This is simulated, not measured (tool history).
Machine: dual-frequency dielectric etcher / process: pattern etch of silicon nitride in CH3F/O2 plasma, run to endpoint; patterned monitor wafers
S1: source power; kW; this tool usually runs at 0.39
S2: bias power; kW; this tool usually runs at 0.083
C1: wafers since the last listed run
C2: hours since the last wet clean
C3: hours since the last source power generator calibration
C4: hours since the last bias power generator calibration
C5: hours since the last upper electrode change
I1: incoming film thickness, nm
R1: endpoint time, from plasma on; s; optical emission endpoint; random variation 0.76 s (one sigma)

Run 1, hour 0: usual settings; C1 0; C2 232.6; C3 3356.4; C4 1170.8; C5 3762.2; I1 90.6. Result: R1 96.9 s.
Run 2, hour 104.9: usual settings; C1 458; C2 337.5; C3 3461.3; C4 1275.7; C5 3867.1; I1 91.1. Result: R1 98.1 s.
Run 3, hour 198: usual settings; C1 407; C2 430.6; C3 3554.4; C4 1368.8; C5 3960.2; I1 90.9. Result: R1 97.9 s.
At hour 294.4: wet clean of the chamber.
Run 4, hour 294.9: usual settings; C1 318; C2 0.5; C3 3651.3; C4 1465.7; C5 4057.1; I1 91.1. Result: R1 98.1 s.
Run 5, hour 330.8: usual settings; C1 156; C2 36.4; C3 3687.2; C4 1501.6; C5 4093; I1 90.1. Result: R1 94.7 s.
Run 6, hour 379.8: usual settings; C1 214; C2 85.4; C3 3736.2; C4 1550.6; C5 4142; I1 90. Result: R1 95.5 s.
Run 7, hour 453.7: usual settings; C1 323; C2 159.3; C3 3810.1; C4 1624.5; C5 4215.9; I1 90.7. Result: R1 97.1 s.
Run 8, hour 494.5: usual settings but S2 0.071 kW; C1 178; C2 200.1; C3 3850.9; C4 1665.3; C5 4256.7; I1 91.4. Result: R1 105 s.
Run 9, hour 564.9: usual settings; C1 307; C2 270.5; C3 3921.3; C4 1735.7; C5 4327.1; I1 91.2. Result: R1 99.2 s.
Run 10, hour 671.2: usual settings; C1 464; C2 376.8; C3 4027.6; C4 1842; C5 4433.4; I1 90.6. Result: R1 96.6 s.
Run 11, hour 817.4: usual settings; C1 639; C2 523; C3 4173.8; C4 1988.2; C5 4579.6; I1 90.8. Result: R1 98.5 s.
At hour 891.3: wet clean of the chamber.
Run 12, hour 903.5: usual settings; C1 271; C2 12.2; C3 4259.9; C4 2074.3; C5 4665.7; I1 91.4. Result: R1 94.7 s.
Run 13, hour 980.7: usual settings; C1 337; C2 89.4; C3 4337.1; C4 2151.5; C5 4742.9; I1 91. Result: R1 95.2 s.
Run 14, hour 1070.7: usual settings but S2 0.07 kW; C1 393; C2 179.4; C3 4427.1; C4 2241.5; C5 4832.9; I1 91.5. Result: R1 102.5 s.
Run 15, hour 1130.1: usual settings but S2 0.07 kW; C1 259; C2 238.8; C3 4486.5; C4 2300.9; C5 4892.3; I1 90.5. Result: R1 102.7 s.
Run 16, hour 1192.2: usual settings but S1 0.45 kW; C1 271; C2 300.9; C3 4548.6; C4 2363; C5 4954.4; I1 90.9. Result: R1 94.7 s.
Run 17, hour 1272.4: usual settings but S1 0.45 kW; C1 350; C2 381.1; C3 4628.8; C4 2443.2; C5 5034.6; I1 89.9. Result: R1 93.6 s.
Run 18, hour 1350.2: usual settings but S1 0.44 kW, S2 0.068 kW; C1 340; C2 458.9; C3 4706.6; C4 2521; C5 5112.4; I1 90.4. Result: R1 102.6 s.
At hour 1407.9: wet clean of the chamber.
Run 19, hour 1408.4: usual settings but S1 0.29 kW; C1 149; C2 0.5; C3 4764.8; C4 2579.2; C5 5170.6; I1 90.6. Result: R1 100.4 s.
Run 20, hour 1453.6: usual settings but S1 0.42 kW, S2 0.101 kW; C1 197; C2 45.7; C3 4810; C4 2624.4; C5 5215.8; I1 90.2. Result: R1 87 s.
Run 21, hour 1531.1: usual settings but S1 0.36 kW; C1 338; C2 123.2; C3 4887.5; C4 2701.9; C5 5293.3; I1 91.1. Result: R1 97.8 s.
Run 22, hour 1624.3: usual settings; C1 407; C2 216.4; C3 4980.7; C4 2795.1; C5 5386.5; I1 90.4. Result: R1 97.2 s.
At hour 1678.1: bias power generator calibrated.
Run 23, hour 1690.4: usual settings but S1 0.42 kW, S2 0.074 kW; C1 271; C2 282.5; C3 5046.8; C4 12.3; C5 5452.6; I1 91.1. Result: R1 101.1 s.
At hour 1727.1: source power generator calibrated.
Run 24, hour 1727.6: usual settings but S1 0.33 kW, S2 0.068 kW; C1 145; C2 319.7; C3 0.5; C4 49.5; C5 5489.8; I1 91.7. Result: R1 110 s.
Run 25, hour 1788.5: usual settings but S1 0.48 kW; C1 266; C2 380.6; C3 61.4; C4 110.4; C5 5550.7; I1 90.3. Result: R1 93.2 s.
At hour 1841.3: upper electrode replaced, of another model than before.
Run 26, hour 1883.2: usual settings; C1 309; C2 475.3; C3 156.1; C4 205.1; C5 41.9; I1 90.4. Result: R1 98.3 s.
At hour 1931.2: wet clean of the chamber.
Run 27, hour 2066.1: usual settings but S2 0.099 kW; C1 694; C2 134.9; C3 339; C4 388; C5 224.8; I1 89.7. Result: R1 85.9 s.
Run 28, hour 2161.5: usual settings but S2 0.094 kW; C1 417; C2 230.3; C3 434.4; C4 483.4; C5 320.2; I1 91.3. Result: R1 90.7 s.
Run 29, hour 2249.7: usual settings; C1 385; C2 318.5; C3 522.6; C4 571.6; C5 408.4; I1 90.2. Result: R1 97 s.
Run 30, hour 2320.7: usual settings but S1 0.33 kW, S2 0.064 kW; C1 310; C2 389.5; C3 593.6; C4 642.6; C5 479.4; I1 90.4. Result: R1 116.8 s.
Run 31, hour 2427.5: usual settings but S2 0.09 kW; C1 467; C2 496.3; C3 700.4; C4 749.4; C5 586.2; I1 91.2. Result: R1 94 s.
At hour 2523.4: wet clean of the chamber.
Run 32, hour 2527: usual settings but S1 0.34 kW, S2 0.099 kW; C1 330; C2 3.6; C3 799.9; C4 848.9; C5 685.7; I1 91.2. Result: R1 88.7 s.
Run 33, hour 2563.2: usual settings; C1 158; C2 39.8; C3 836.1; C4 885.1; C5 721.9; I1 90.8. Result: R1 96.7 s.
Run 34, hour 2623.4: usual settings but S1 0.29 kW, S2 0.068 kW; C1 263; C2 100; C3 896.3; C4 945.3; C5 782.1; I1 90.6. Result: R1 112.2 s.
Run 35, hour 2718.8: usual settings but S1 0.34 kW; C1 417; C2 195.4; C3 991.7; C4 1040.7; C5 877.5; I1 90.7. Result: R1 97.9 s.

Measured less the same run without the tool's hidden state. The same run-to-run variation is in both; the gauge's scatter may not be:
The tool's hidden condition here consists of: etch rate over this chamber's usual, %; source power that arrives over what is set, %; bias power that arrives over what is set, %.
run    R1
  1  +1.2
  2  +1.9
  3  +2.5
  4  +0.8
  5    +1
  6  +1.3
  7  +1.8
  8  +2.3
  9  +2.6
 10  +3.3
 11  +4.4
 12  -0.8
 13  -0.3
 14  +0.3
 15  +0.7
 16    +1
 17  +1.6
 18  +2.3
 19  +0.2
 20  +0.4
 21    +1
 22  +1.7
 23  +2.2
 24  +2.7
 25  +2.6
 26  +3.4
 27  +0.5
 28    +1
 29  +1.8
 30  +2.6
 31  +2.8
 32  +0.7
 33    +1
 34  +1.6
 35  +2.1
